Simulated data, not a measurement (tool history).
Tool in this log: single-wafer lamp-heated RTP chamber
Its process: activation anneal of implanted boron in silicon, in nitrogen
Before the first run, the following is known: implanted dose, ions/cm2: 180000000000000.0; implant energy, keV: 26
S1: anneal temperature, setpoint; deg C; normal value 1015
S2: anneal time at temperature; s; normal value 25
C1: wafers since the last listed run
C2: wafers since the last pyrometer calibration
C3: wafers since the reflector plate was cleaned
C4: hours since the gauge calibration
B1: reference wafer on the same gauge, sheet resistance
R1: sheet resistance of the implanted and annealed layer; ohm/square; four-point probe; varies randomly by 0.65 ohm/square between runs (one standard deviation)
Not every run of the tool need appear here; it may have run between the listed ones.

run     day    S1  S2    C1    C2    C3      C4      B1      R1
  1   0.000  1027  21     0  4651  3553   482.1  381.01  435.08
  2   1.358  1027  21   763  5414  4317   514.7  381.01  436.06
  3   2.575  1027  21   683  6098  5001   543.9  381.08  435.32
  4   3.733  1039  15   651  6749  5652   571.7  381.15  434.39
  5   4.675  1039  15   529  7279  6182   594.3  381.33  436.00
  6   6.454  1039  15  1000  8279  7182   637.0  381.33  434.87
      7.454  -- pyrometer window cleaned and pyrometer calibrated
      8.012  -- reflector plate cleaned
  7   8.033  1015  16   512   137    10   674.9  381.39  435.20
  8   8.446  1015  16   231   369   242   684.8  381.55  437.64
  9  12.617  1015  25  2344  2714  2587   784.9  381.83  436.32
 10  13.367  1015  25   421  3136  3009   802.9  381.84  435.78
 11  16.500  1015  25  1761  4897  4770   878.1  382.14  435.76
 12  17.204  1030  25   395  5293  5166   895.0  382.25  434.58
 13  18.658  1015  31   817  6111  5983   929.9  382.34  436.48
 14  19.629  1015  25   545  6656  6529   953.2  382.46  436.53
 15  20.146  1015  25   290  6947  6820   965.6  382.47  435.35
     21.504  -- pyrometer window cleaned and pyrometer calibrated
 16  21.525  1015  25   587    12  7408   998.7  382.64  436.71
 17  22.600   996  17   604   616  8012  1024.5  382.71  440.11
     23.329  -- reflector plate cleaned
 18  24.000  1023  36   599  1216   376  1058.1  382.88  435.30
 19  25.017   993  19   571  1788   948  1082.5  382.89  440.76
 20  25.921  1007  37   508  2296  1456  1104.2  383.07  437.55
     26.988  -- gauge calibrated
 21  27.179  1015  25   707  3003  2164     4.6  379.78  432.69
 22  28.529  1015  25   758  3762  2922    37.0  379.83  432.56
 23  29.725  1015  25   672  4435  3595    65.7  379.75  433.79
 24  30.442  1038  31   402  4837  3998    82.9  379.79  431.65
 25  31.396  1023  25   536  5374  4534   105.8  379.78  433.62
 26  32.308  1034  12   512  5887  5047   127.7  379.86  433.87
 27  33.783  1024  30   829  6716  5876   163.1  379.73  431.59
 28  35.138  1034  15   761  7477  6637   195.6  379.79  433.49
     36.371  -- reflector plate cleaned
     36.529  -- pyrometer window cleaned and pyrometer calibrated
 29  36.550  1039  15   518    11    11   229.5  379.92  434.13
 30  36.771  1034  12   124   135   135   234.8  379.83  434.51
 31  37.692   997  31   517   653   653   256.9  379.93  435.28
 32  39.158   996  21   824  1478  1478   292.1  379.93  436.97
 33  40.021  1034  25   484  1962  1962   312.8  380.02  432.92
 34  40.800  1015  35   438  2400  2400   331.5  380.01  431.86
 35  41.900  1044  32   618  3019  3019   357.9  379.90  431.16
 36  43.333  1023  31   805  3825  3825   392.3  380.12  431.96

Hidden condition of the tool, last listed run before each entry between runs versus first listed run after:
Run 6 -> run 7: pyrometer window cleaned and pyrometer calibrated (day 7.454); reflector plate cleaned (day 8.012)
  gauge reads high (%): 0.358 -> 0.385
  measured value less the no-hidden-state value, R1: +1.55 -> +1.67 ohm/square
Run 15 -> run 16: pyrometer window cleaned and pyrometer calibrated (day 21.504)
  gauge reads high (%): 0.649 -> 0.685
  measured value less the no-hidden-state value, R1: +2.81 -> +2.97 ohm/square
Run 17 -> run 18: reflector plate cleaned (day 23.329)
  gauge reads high (%): 0.714 -> 0.753
  measured value less the no-hidden-state value, R1: +3.12 -> +3.25 ohm/square
Run 20 -> run 21: gauge calibrated (day 26.988)
  gauge reads high (%): 0.808 -> -0.0573
  measured value less the no-hidden-state value, R1: +3.51 -> -0.25 ohm/square
Run 28 -> run 29: reflector plate cleaned (day 36.371); pyrometer window cleaned and pyrometer calibrated (day 36.529)
  gauge reads high (%): -0.0361 -> -0.0281
  measured value less the no-hidden-state value, R1: -0.16 -> -0.12 ohm/square

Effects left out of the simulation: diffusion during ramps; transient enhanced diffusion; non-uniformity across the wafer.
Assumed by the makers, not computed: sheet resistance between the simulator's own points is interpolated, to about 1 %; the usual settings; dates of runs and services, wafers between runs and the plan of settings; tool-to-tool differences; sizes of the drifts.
